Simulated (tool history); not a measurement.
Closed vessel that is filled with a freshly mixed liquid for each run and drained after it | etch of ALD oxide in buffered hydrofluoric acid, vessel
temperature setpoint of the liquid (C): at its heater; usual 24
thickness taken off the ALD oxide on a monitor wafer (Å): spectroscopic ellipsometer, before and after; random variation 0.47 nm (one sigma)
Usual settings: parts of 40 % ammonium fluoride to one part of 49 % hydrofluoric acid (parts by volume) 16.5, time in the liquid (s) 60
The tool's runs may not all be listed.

run	day	temperature setpoint of the liquid (C)	parts of 40 % ammonium fluoride to one part of 49 % hydrofluoric acid (parts by volume)	time in the liquid (s)	read-back film thickness of the ALD oxide reference wafer, read on the same gauge (nm)	thickness taken off the ALD oxide on a monitor wafer (Å)
1	0	24	21.5	75	149.99	863
2	0.621	24	11.5	60	150.01	1280.7
3	1.254	24	11.5	60	150.01	1279.3
4	1.704	24	11.5	60	149.98	1278.1
5	2.375	24	16.5	60	149.99	894
6	3.675	24	16.5	60	150	904.6
7	4.362	24	16.5	60	150	904.2
8	4.717	24	16.5	60	150.05	894.9
9	5.321	24	16.5	60	149.99	900.5
10	5.775	24	16.5	60	150.05	904
11	6.475	24	16.5	60	150	909.3
# day 6.567: gauge calibrated
12	6.783	24	14.5	60	149.97	1027.8
13	7.142	24	14.5	60	149.98	1027.8
14	7.638	24	14.5	60	149.97	1029.9
15	8.388	24	13.5	60	150.03	1115.4
16	8.85	24	16.5	60	150.02	905
17	9.483	24	16.5	60	150	914.4
18	10.067	24	16.5	60	150.05	910.3
19	10.729	24	16.5	60	150.02	905.5
20	11.412	24	10.5	60	149.97	1393.4
# day 11.946: thermometer replaced
21	11.967	20.5	11	45	149.98	950.2
22	12.496	24	12.5	45	150	1037.5
23	13.162	24	16.5	60	150.01	1048.3
24	13.512	27.5	16.5	90	149.98	1921
25	13.858	24	21.5	50	150	668.5
# day 13.979: hydrofluoric acid flow meter replaced
26	14.279	26.5	12.5	50	150	1169.7
27	14.846	26.5	16.5	90	149.98	1617.3
28	15.312	24	16.5	60	149.95	937.6
29	15.788	24	16.5	60	149.98	939
30	16.208	20	13.5	85	150.01	1302
31	16.517	22.5	16.5	35	149.99	501.5
32	16.996	21.5	21.5	85	149.99	906.9
33	17.442	20	18.5	70	150.01	777.6
34	18.092	26.5	19	85	149.99	1330.1

4 ways to go on from here, each from the tool as it stands after run 34. What would each give?
A	18.121	24	16.5	30	?	?
B	18.121	24	13	60	?	?
C	18.121	20.5	11	40	?	?
D	18.121	27.5	21	60	?	?

run	read-back film thickness of the ALD oxide reference wafer, read on the same gauge (nm)	thickness taken off the ALD oxide on a monitor wafer (Å)
A	149.98	470.4
B	149.98	1188.9
C	149.98	769.1
D	149.98	906.5
Without the tool's hidden state the same runs would have given:
run	thickness taken off the ALD oxide on a monitor wafer (Å)
A	470.2
B	1188.4
C	769
D	909.3
